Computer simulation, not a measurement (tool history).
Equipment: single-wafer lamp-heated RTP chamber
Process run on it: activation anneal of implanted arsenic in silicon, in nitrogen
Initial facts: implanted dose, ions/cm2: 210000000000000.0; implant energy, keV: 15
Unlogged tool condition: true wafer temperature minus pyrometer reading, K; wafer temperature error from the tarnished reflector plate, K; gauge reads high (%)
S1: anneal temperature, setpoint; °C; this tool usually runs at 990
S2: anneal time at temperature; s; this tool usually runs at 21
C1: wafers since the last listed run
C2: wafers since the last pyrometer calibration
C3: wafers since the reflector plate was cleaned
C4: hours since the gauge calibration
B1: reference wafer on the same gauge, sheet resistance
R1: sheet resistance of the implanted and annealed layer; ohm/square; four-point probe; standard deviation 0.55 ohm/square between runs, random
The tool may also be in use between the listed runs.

run 1 hour=0.0 | S1=979 S2=18 | C1=0 C2=4192 C3=2713 C4=255.4 | B1=347.10 | R1=362.70
run 2 hour=12.0 | S1=979 S2=18 | C1=194 C2=4387 C3=2908 C4=267.4 | B1=346.81 | R1=362.42
-- hour=30.1 reflector plate cleaned
run 3 hour=30.6 | S1=979 S2=18 | C1=172 C2=4559 C3=8 C4=286.0 | B1=346.33 | R1=362.11
run 4 hour=38.5 | S1=990 S2=21 | C1=128 C2=4687 C3=137 C4=293.9 | B1=346.15 | R1=360.00
run 5 hour=46.0 | S1=990 S2=21 | C1=121 C2=4809 C3=259 C4=301.4 | B1=346.09 | R1=360.36
run 6 hour=79.3 | S1=990 S2=21 | C1=541 C2=5350 C3=800 C4=334.7 | B1=345.11 | R1=358.15
-- hour=102.1 gauge calibrated
run 7 hour=119.2 | S1=990 S2=21 | C1=648 C2=5999 C3=1448 C4=17.1 | B1=349.95 | R1=364.93
run 8 hour=133.4 | S1=990 S2=25 | C1=230 C2=6230 C3=1679 C4=31.3 | B1=349.99 | R1=362.35
run 9 hour=141.4 | S1=990 S2=21 | C1=129 C2=6360 C3=1809 C4=39.3 | B1=349.91 | R1=364.37
run 10 hour=150.7 | S1=990 S2=21 | C1=151 C2=6511 C3=1960 C4=48.6 | B1=349.97 | R1=363.36
-- hour=184.1 pyrometer window cleaned and pyrometer calibrated
run 11 hour=184.6 | S1=1017 S2=14 | C1=420 C2=8 C3=2381 C4=82.5 | B1=349.65 | R1=362.80
run 12 hour=193.1 | S1=972 S2=13 | C1=138 C2=146 C3=2519 C4=91.0 | B1=349.75 | R1=366.85
run 13 hour=208.0 | S1=1013 S2=10 | C1=242 C2=388 C3=2761 C4=105.9 | B1=349.52 | R1=363.76
run 14 hour=223.4 | S1=990 S2=21 | C1=250 C2=639 C3=3011 C4=121.3 | B1=349.35 | R1=361.89
-- hour=232.4 reflector plate cleaned
run 15 hour=234.4 | S1=990 S2=21 | C1=48 C2=687 C3=33 C4=132.3 | B1=349.25 | R1=362.85
run 16 hour=248.9 | S1=990 S2=10 | C1=235 C2=923 C3=268 C4=146.8 | B1=349.10 | R1=366.36
run 17 hour=256.7 | S1=990 S2=31 | C1=126 C2=1050 C3=395 C4=154.6 | B1=348.82 | R1=360.37
run 18 hour=270.1 | S1=990 S2=21 | C1=217 C2=1267 C3=613 C4=168.0 | B1=348.72 | R1=362.54
run 19 hour=276.6 | S1=962 S2=21 | C1=105 C2=1373 C3=718 C4=174.5 | B1=348.64 | R1=365.56
run 20 hour=286.9 | S1=990 S2=21 | C1=167 C2=1540 C3=886 C4=184.8 | B1=348.49 | R1=362.38
run 21 hour=293.8 | S1=980 S2=17 | C1=112 C2=1653 C3=998 C4=191.7 | B1=348.45 | R1=363.62

Consider 4 possible next runs. They are alternatives, not a sequence: every one starts from the tool as it was left by run 21. What does each give?
run A hour=294.2 | S1=998 S2=21 | C1=6 C2=1659 C3=1004 C4=192.1 | B1=? | R1=?
run B hour=294.2 | S1=973 S2=13 | C1=6 C2=1659 C3=1004 C4=192.1 | B1=? | R1=?
run C hour=294.2 | S1=968 S2=29 | C1=6 C2=1659 C3=1004 C4=192.1 | B1=? | R1=?
run D hour=294.2 | S1=980 S2=21 | C1=6 C2=1659 C3=1004 C4=192.1 | B1=? | R1=?

run=A B1=348.31 R1=360.99
run=B B1=348.31 R1=365.52
run=C B1=348.31 R1=362.89
run=D B1=348.31 R1=363.03
Without the tool's hidden state the same runs would have given:
run=A R1=362.70
run=B R1=367.26
run=C R1=364.61
run=D R1=364.75

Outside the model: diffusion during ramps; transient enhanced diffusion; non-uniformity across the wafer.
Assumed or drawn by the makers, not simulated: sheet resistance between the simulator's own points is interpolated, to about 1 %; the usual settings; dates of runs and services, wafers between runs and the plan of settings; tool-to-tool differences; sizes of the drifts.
